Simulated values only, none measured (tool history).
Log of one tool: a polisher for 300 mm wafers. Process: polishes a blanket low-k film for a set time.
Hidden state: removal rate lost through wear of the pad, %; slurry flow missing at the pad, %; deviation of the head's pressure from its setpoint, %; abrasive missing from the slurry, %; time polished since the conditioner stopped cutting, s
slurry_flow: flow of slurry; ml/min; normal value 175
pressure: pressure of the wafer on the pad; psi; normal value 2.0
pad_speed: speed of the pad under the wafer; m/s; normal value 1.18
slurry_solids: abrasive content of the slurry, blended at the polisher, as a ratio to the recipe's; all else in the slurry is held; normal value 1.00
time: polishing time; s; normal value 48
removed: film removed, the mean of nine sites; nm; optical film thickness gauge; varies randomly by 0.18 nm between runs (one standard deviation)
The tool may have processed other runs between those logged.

run,hour,slurry_flow,pressure,pad_speed,slurry_solids,time,wafers since the last listed run,wafers polished on this pad,hours since the slurry nozzle was cleaned,hours since the head pressure was calibrated,hours since the slurry blender was calibrated,hours since the conditioning disc was replaced,"incoming thickness of the incoming film, nm",removed
1,0.0,195,2.0,1.18,1.20,48,0,171,626.9,1176.8,94.8,355.7,580.1,22.1
2,47.3,175,2.0,1.18,1.00,48,602,773,674.2,1224.1,142.1,403.0,582.8,19.3
3,53.8,175,2.0,1.18,1.00,48,82,856,680.7,1230.6,148.6,409.5,577.9,19.6
4,63.6,175,2.0,1.18,1.00,48,124,981,690.5,1240.4,158.4,419.3,581.4,19.5
5,69.8,175,1.8,1.18,1.00,48,78,1060,696.7,1246.6,164.6,425.5,579.8,17.3
6,76.2,175,1.8,1.18,1.00,48,81,1141,703.1,1253.0,171.0,431.9,577.1,17.4
7,87.7,175,2.0,1.18,1.00,48,146,1288,714.6,1264.5,182.5,443.4,581.4,19.5
# hour 95.2: worn pad replaced by a new one
8,95.7,175,2.0,1.18,1.00,48,50,5,722.6,1272.5,190.5,451.4,577.6,19.4
9,108.7,175,2.0,1.18,1.00,48,165,171,735.6,1285.5,203.5,464.4,583.1,19.3
10,126.6,135,2.0,1.18,1.00,48,227,399,753.5,1303.4,221.4,482.3,585.3,18.4
# hour 135.0: conditioning disc replaced and pad reconditioned
11,136.2,135,2.0,1.18,1.00,48,96,496,763.1,1313.0,231.0,1.2,576.4,18.0
12,151.7,225,2.0,1.18,1.20,48,197,693,778.6,1328.5,246.5,16.7,576.3,21.7
13,162.9,175,2.0,1.46,1.00,48,142,836,789.8,1339.7,257.7,27.9,576.7,22.6
# hour 171.2: slurry nozzle cleaned
14,179.4,175,1.5,1.18,1.25,48,197,1033,8.2,1356.2,274.2,44.4,573.4,17.2
15,185.4,175,2.5,0.98,1.00,48,76,1109,14.2,1362.2,280.2,50.4,580.7,21.8
# hour 190.3: worn pad replaced by a new one
# hour 193.6: head pressure recalibrated
16,194.1,190,2.2,0.96,1.00,54,34,23,22.9,0.5,288.9,59.1,576.4,21.4
17,207.5,215,2.0,0.80,1.00,48,170,194,36.3,13.9,302.3,72.5,573.1,15.1
18,213.9,175,2.0,1.18,1.00,48,81,275,42.7,20.3,308.7,78.9,579.3,20.3
# hour 220.0: slurry blender recalibrated
19,228.8,175,2.0,1.18,1.00,48,164,439,57.6,35.2,8.8,93.8,585.3,20.2
20,240.3,175,2.0,1.18,1.00,48,146,586,69.1,46.7,20.3,105.3,579.9,20.5
21,257.3,175,2.0,1.18,1.00,48,216,802,86.1,63.7,37.3,122.3,580.6,20.3
22,272.0,125,1.5,1.18,1.00,48,187,990,100.8,78.4,52.0,137.0,568.6,14.2
23,283.4,175,2.0,1.18,1.20,59,145,1135,112.2,89.8,63.4,148.4,577.5,27.3
24,300.1,155,2.4,0.82,1.00,55,212,1347,128.9,106.5,80.1,165.1,589.6,20.6
# hour 313.8: worn pad replaced by a new one
25,314.3,175,1.5,0.90,0.80,37,129,5,143.1,120.7,94.3,179.3,577.4,8.1

What if the next run were any one of these 5? Each begins from the tool's condition after run 25:
A,314.7,175,2.0,1.18,1.00,48,5,10,143.5,121.1,94.7,179.7,578.9,?
B,314.7,150,1.7,1.18,1.00,48,5,10,143.5,121.1,94.7,179.7,578.9,?
C,314.7,115,2.0,0.96,0.75,58,5,10,143.5,121.1,94.7,179.7,578.9,?
D,314.7,175,2.7,1.18,1.00,48,5,10,143.5,121.1,94.7,179.7,578.9,?
E,314.7,125,1.6,1.42,1.00,48,5,10,143.5,121.1,94.7,179.7,578.9,?

run,removed
A,20.6
B,17.2
C,16.5
D,27.9
E,18.2
With the hidden condition removed and each run's random variation left untouched, the same runs would have given:
run,removed
A,20.7
B,17.2
C,16.6
D,27.9
E,18.3

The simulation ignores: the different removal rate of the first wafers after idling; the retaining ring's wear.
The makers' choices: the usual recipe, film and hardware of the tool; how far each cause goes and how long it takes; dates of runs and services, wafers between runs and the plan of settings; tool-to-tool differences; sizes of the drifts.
